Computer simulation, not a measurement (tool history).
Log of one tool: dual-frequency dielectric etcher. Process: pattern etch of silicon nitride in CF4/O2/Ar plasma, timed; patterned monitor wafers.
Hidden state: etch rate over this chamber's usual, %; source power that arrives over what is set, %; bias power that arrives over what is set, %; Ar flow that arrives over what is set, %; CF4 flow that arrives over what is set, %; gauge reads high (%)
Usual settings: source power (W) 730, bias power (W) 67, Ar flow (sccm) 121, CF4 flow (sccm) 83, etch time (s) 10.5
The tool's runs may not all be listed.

run    hour  source power (W)  bias power (W)  Ar flow (sccm)  CF4 flow (sccm)  etch time (s)  wafers since the last listed run  hours since the last wet clean  hours since the last source power generator calibration  hours since the last bias power generator calibration  hours since the last Ar flow controller change  hours since the last CF4 flow controller change  hours since the last upper electrode change  hours since the gauge calibration  read-back reference wafer on the same gauge, depth_nm  mean etch depth across the wafer (angstrom)
  1     0.0               730              67             121               83           10.5                                 0                           135.1                                                   1110.5                                                 2874.7                                          5346.9                                           2980.3                                       4958.6                              636.8                                                  29.15                                        284.2
  2    40.0               730              67             121               83           10.5                               446                           175.1                                                   1150.5                                                 2914.7                                          5386.9                                           3020.3                                       4998.6                              676.8                                                  29.17                                        284.4
      319.2  -- wet clean of the chamber
  3   319.7               730              67             121               83           10.5                              2854                             0.5                                                   1430.2                                                 3194.4                                          5666.6                                           3300.0                                       5278.3                              956.5                                                  29.16                                        285.4
  4   380.3               730              67             121               83           10.5                               676                            61.1                                                   1490.8                                                 3255.0                                          5727.2                                           3360.6                                       5338.9                             1017.1                                                  29.01                                        285.1
  5   468.8               730              67             121               83           10.5                               988                           149.6                                                   1579.3                                                 3343.5                                          5815.7                                           3449.1                                       5427.4                             1105.6                                                  29.13                                        279.6
  6   508.6               730              67              98               72           10.5                               444                           189.4                                                   1619.1                                                 3383.3                                          5855.5                                           3488.9                                       5467.2                             1145.4                                                  29.00                                        279.5
  7   583.3               730              67             143               89           10.5                               833                           264.1                                                   1693.8                                                 3458.0                                          5930.2                                           3563.6                                       5541.9                             1220.1                                                  29.03                                        276.2
      615.7  -- upper electrode replaced
  8   638.8               730              67             143               89           10.5                               351                           319.6                                                   1749.3                                                 3513.5                                          5985.7                                           3619.1                                         23.1                             1275.6                                                  29.14                                        273.6
      714.1  -- wet clean of the chamber
  9   714.6               730              63             121               83           10.5                               578                             0.5                                                   1825.1                                                 3589.3                                          6061.5                                           3694.9                                         98.9                             1351.4                                                  29.10                                        280.5
      747.0  -- Ar flow controller replaced
 10   792.4               730              61             135               83           10.5                               801                            78.3                                                   1902.9                                                 3667.1                                            45.4                                           3772.7                                        176.7                             1429.2                                                  29.09                                        270.5
 11   832.6               620              67             121               83           13.5                               448                           118.5                                                   1943.1                                                 3707.3                                            85.6                                           3812.9                                        216.9                             1469.4                                                  29.06                                        312.9
     1008.9  -- source power generator calibrated
     1148.4  -- wet clean of the chamber
 12  1148.9               850              84             150               63           10.5                              3218                             0.5                                                    140.0                                                 4023.6                                           401.9                                           4129.2                                        533.2                             1785.7                                                  29.17                                        344.0
 13  1188.7               870              67              93               83           11.5                               444                            40.3                                                    179.8                                                 4063.4                                           441.7                                           4169.0                                        573.0                             1825.5                                                  29.19                                        376.9
 14  1230.8               730              67             145               83           10.5                               470                            82.4                                                    221.9                                                 4105.5                                           483.8                                           4211.1                                        615.1                             1867.6                                                  29.13                                        278.5
     1345.2  -- bias power generator calibrated
     1367.9  -- CF4 flow controller replaced
     1453.5  -- gauge calibrated
 15  1481.2               830              67             121              100           10.5                              2683                           332.8                                                    472.3                                                  136.0                                           734.2                                            113.3                                        865.5                               27.7                                                  29.18                                        318.8
     1544.3  -- wet clean of the chamber
 16  1579.1               730              67             121               83           10.5                               825                            34.8                                                    570.2                                                  233.9                                           832.1                                            211.2                                        963.4                              125.6                                                  29.05                                        287.7
 17  1621.8               730              67             121               83           10.5                               476                            77.5                                                    612.9                                                  276.6                                           874.8                                            253.9                                       1006.1                              168.3                                                  29.09                                        286.5
 18  1696.8               730              67             121               83           10.5                               837                           152.5                                                    687.9                                                  351.6                                           949.8                                            328.9                                       1081.1                              243.3                                                  29.11                                        282.0

Forecast run 19:
 19  1768.4               560              74             121               89           10.5                               799                           224.1                                                    759.5                                                  423.2                                          1021.4                                            400.5                                       1152.7                              314.9                                                      ?                                            ?

{"run 19": {"read-back reference wafer on the same gauge, depth_nm": 29.15, "mean etch depth across the wafer (angstrom)": 231.3}}
Without the tool's hidden state the same run would have given mean etch depth across the wafer (angstrom) 236.7.

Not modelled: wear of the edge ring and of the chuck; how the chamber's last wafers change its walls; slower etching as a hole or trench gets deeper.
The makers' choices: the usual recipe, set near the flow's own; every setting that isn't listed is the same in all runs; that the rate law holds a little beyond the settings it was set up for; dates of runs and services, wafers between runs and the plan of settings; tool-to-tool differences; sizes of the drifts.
